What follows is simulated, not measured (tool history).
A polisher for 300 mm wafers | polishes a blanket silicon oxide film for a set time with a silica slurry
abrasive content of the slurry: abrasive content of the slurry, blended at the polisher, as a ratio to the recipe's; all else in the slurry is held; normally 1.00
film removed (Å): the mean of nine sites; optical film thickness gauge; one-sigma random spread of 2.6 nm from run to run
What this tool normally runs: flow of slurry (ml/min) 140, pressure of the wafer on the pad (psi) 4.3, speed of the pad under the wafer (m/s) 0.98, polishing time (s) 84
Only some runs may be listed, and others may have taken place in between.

run	day	flow of slurry (ml/min)	pressure of the wafer on the pad (psi)	speed of the pad under the wafer (m/s)	abrasive content of the slurry	polishing time (s)	incoming thickness of the incoming film, nm	film removed (Å)
1	0.000	140	4.3	0.98	1.00	84	994.1	2392
2	1.842	140	4.3	0.98	1.00	84	1020.0	2364
# day 2.042: conditioning disc replaced and pad reconditioned
3	2.371	140	4.3	0.98	1.00	84	998.0	2363
# day 3.008: worn pad replaced by a new one
4	3.142	140	4.3	0.76	1.00	91	993.9	2096
5	4.408	140	4.3	0.76	1.00	91	998.5	2078
6	7.083	140	4.3	0.76	1.00	91	1008.7	2062
# day 7.283: worn pad replaced by a new one, of another model than before
# day 7.771: conditioning disc replaced and pad reconditioned
7	8.558	140	4.3	0.98	1.00	84	995.6	2242
8	9.446	140	4.3	0.98	1.00	84	998.7	2319
9	10.462	180	4.3	0.90	1.00	84	1011.3	2252
# day 10.812: worn pad replaced by a new one
10	11.325	140	5.6	0.98	1.00	84	1007.9	2590
# day 11.583: slurry blender recalibrated
11	12.750	110	4.3	0.80	0.75	75	1018.8	1438
# day 13.162: slurry nozzle cleaned
# day 13.346: head pressure recalibrated
# day 13.429: conditioning disc replaced and pad reconditioned
12	13.675	160	5.5	0.86	1.00	74	1021.1	2322
13	14.175	180	4.3	0.90	1.00	84	1008.7	2349
# day 14.825: worn pad replaced by a new one
14	15.462	140	4.3	0.98	1.00	84	1022.1	2417

For run 15, what comes out?
15	16.804	140	4.3	0.98	0.85	84	1016.1	?

Run 15 gave film removed (Å) 2078.
With the hidden condition absent and the run-to-run variation left alone, this run would have shown film removed (Å) 2144.
